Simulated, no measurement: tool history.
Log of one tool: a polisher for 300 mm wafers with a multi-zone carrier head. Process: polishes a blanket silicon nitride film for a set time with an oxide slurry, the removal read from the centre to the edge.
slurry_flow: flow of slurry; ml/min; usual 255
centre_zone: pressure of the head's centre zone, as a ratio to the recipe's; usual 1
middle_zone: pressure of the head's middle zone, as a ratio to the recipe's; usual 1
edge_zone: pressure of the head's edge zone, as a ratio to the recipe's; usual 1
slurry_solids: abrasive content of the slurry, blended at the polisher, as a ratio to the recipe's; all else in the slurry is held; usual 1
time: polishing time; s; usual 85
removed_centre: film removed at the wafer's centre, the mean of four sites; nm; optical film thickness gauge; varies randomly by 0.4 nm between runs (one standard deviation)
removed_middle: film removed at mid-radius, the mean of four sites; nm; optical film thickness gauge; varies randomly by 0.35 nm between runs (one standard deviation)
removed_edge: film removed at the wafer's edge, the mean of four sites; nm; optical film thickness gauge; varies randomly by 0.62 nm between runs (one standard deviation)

run,day,slurry_flow,centre_zone,middle_zone,edge_zone,slurry_solids,time,"incoming thickness of the incoming film, nm",removed_centre,removed_middle,removed_edge
1,0,255,1,1,1,1,85,556,43.2,43,44
# day 0.454: worn pad replaced by a new one
2,0.7,255,1,1,1,1,85,558,45.3,44.3,45
3,1.367,255,0.95,1,1,1,85,549.7,42.4,44,44.1
4,2.104,255,0.95,1,1,1,85,554.1,42.3,44.6,44.1
5,2.458,255,1,1,1,1,85,556.6,45,44.1,44.4
# day 3.225: edge zone pressure recalibrated
6,4.458,255,1,1,1,1,85,571.5,43.6,43.8,44.2
# day 4.625: centre zone pressure recalibrated
7,5.029,255,1,1,1,1,85,566.4,43.4,42.9,44.2
8,5.767,320,1,1.07,1,1,85,564.8,44.5,46.1,43.1
9,6.021,255,1,1,1,1,85,551.7,43.9,43.8,43.2
10,6.367,255,0.95,1,1,1,85,554.2,42,42.8,43
# day 6.971: slurry nozzle cleaned
11,6.992,175,1,1.04,1.11,1,85,558.3,42.1,42.7,44.8
# day 7.479: worn pad replaced by a new one
12,7.5,255,0.93,1,1.11,1,111,559.8,55.4,58.9,63.3
13,7.804,285,1,1,0.94,1,85,554.1,46.5,45.6,44.4
14,8.096,255,1,1.04,0.9,1,93,565.5,50,50.1,47.5
# day 8.75: carrier head's membrane replaced by a new one
15,8.771,255,1,1,1,1,85,553.6,45.1,44.3,44.7
16,9.083,195,1,1,1,1,85,552.1,44.4,43.2,45
17,9.679,255,1,1,1,1,85,555.7,44.9,43.6,44
18,10.279,255,1,1.06,0.95,1,85,563,45.5,45.6,43
19,10.583,255,1,1,1,1,95,559.9,49.9,49.1,49.9
20,10.975,300,1,1,1.05,1.2,93,555.6,54.6,53.8,55.7
21,12.508,285,1,1,1,1,58,566.9,30.5,30,30.4

What does the tool deliver on the next run?
# day 13.942: worn pad replaced by a new one
22,13.962,255,1.09,1,1,1,85,562.2,?,?,?

removed_centre: 49.9 nm
removed_middle: 45.2 nm
removed_edge: 45.3 nm
Minus the tool's unlogged condition, the same run would have read removed_centre 49.9 nm, removed_middle 45.3 nm, removed_edge 45.3 nm.
